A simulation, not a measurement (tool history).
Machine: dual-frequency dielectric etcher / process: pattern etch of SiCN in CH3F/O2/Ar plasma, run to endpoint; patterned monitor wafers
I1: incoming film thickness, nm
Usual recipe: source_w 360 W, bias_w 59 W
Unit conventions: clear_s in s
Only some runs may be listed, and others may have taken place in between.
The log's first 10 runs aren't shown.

run 11 hour=132 | source_w=360 bias_w=59 | I1=13.05 | clear_s=40.1
-- hour=140.5 bias power generator calibrated
run 12 hour=141 | source_w=360 bias_w=59 | I1=13.1 | clear_s=40.3
run 13 hour=149.2 | source_w=360 bias_w=59 | I1=13.2 | clear_s=40.5
run 14 hour=160.3 | source_w=360 bias_w=59 | I1=13.01 | clear_s=39.9
run 15 hour=173.5 | source_w=300 bias_w=51 | I1=13.09 | clear_s=47.3
run 16 hour=180.4 | source_w=360 bias_w=65 | I1=13.07 | clear_s=38.6
run 17 hour=191.8 | source_w=400 bias_w=59 | I1=13.14 | clear_s=38.8
-- hour=217.1 source power generator calibrated
-- hour=219.7 upper electrode replaced, of another model than before
run 18 hour=220.2 | source_w=280 bias_w=54 | I1=13.07 | clear_s=48.9
run 19 hour=220.5 | source_w=410 bias_w=54 | I1=13.12 | clear_s=38.9
run 20 hour=220.8 | source_w=410 bias_w=54 | I1=13.19 | clear_s=39.2
run 21 hour=233 | source_w=330 bias_w=53 | I1=13.04 | clear_s=44.1
run 22 hour=246.7 | source_w=360 bias_w=64 | I1=13.18 | clear_s=39.7
run 23 hour=254.7 | source_w=360 bias_w=59 | I1=13.24 | clear_s=40.8
run 24 hour=263.4 | source_w=320 bias_w=66 | I1=13.02 | clear_s=41.8
run 25 hour=275.6 | source_w=430 bias_w=53 | I1=13.16 | clear_s=38.5
run 26 hour=286 | source_w=320 bias_w=59 | I1=13.03 | clear_s=43.6
run 27 hour=296.7 | source_w=360 bias_w=59 | I1=13.06 | clear_s=40.7
run 28 hour=309.6 | source_w=320 bias_w=59 | I1=13.01 | clear_s=43.5
run 29 hour=320.9 | source_w=300 bias_w=55 | I1=13.13 | clear_s=47.3
run 30 hour=330.4 | source_w=360 bias_w=59 | I1=13.04 | clear_s=40.7
run 31 hour=344.4 | source_w=360 bias_w=63 | I1=13 | clear_s=39.4
run 32 hour=359.6 | source_w=360 bias_w=59 | I1=13.13 | clear_s=41.3
run 33 hour=374.6 | source_w=420 bias_w=50 | I1=12.98 | clear_s=39.2
run 34 hour=413.1 | source_w=390 bias_w=69 | I1=13.06 | clear_s=37.3
run 35 hour=421.6 | source_w=310 bias_w=47 | I1=13.03 | clear_s=48.4

Predict each of these 4 candidate next runs independently; none follows another, all start after run 35:
run A hour=422 | source_w=420 bias_w=59 | I1=13.27 | clear_s=?
run B hour=422 | source_w=390 bias_w=65 | I1=13.27 | clear_s=?
run C hour=422 | source_w=360 bias_w=70 | I1=13.27 | clear_s=?
run D hour=422 | source_w=320 bias_w=47 | I1=13.27 | clear_s=?

run=A clear_s=38.3
run=B clear_s=38.7
run=C clear_s=39.5
run=D clear_s=48.6
What these runs would have given with no unlogged condition in the tool:
run=A clear_s=37.1
run=B clear_s=37.4
run=C clear_s=38.2
run=D clear_s=47.1

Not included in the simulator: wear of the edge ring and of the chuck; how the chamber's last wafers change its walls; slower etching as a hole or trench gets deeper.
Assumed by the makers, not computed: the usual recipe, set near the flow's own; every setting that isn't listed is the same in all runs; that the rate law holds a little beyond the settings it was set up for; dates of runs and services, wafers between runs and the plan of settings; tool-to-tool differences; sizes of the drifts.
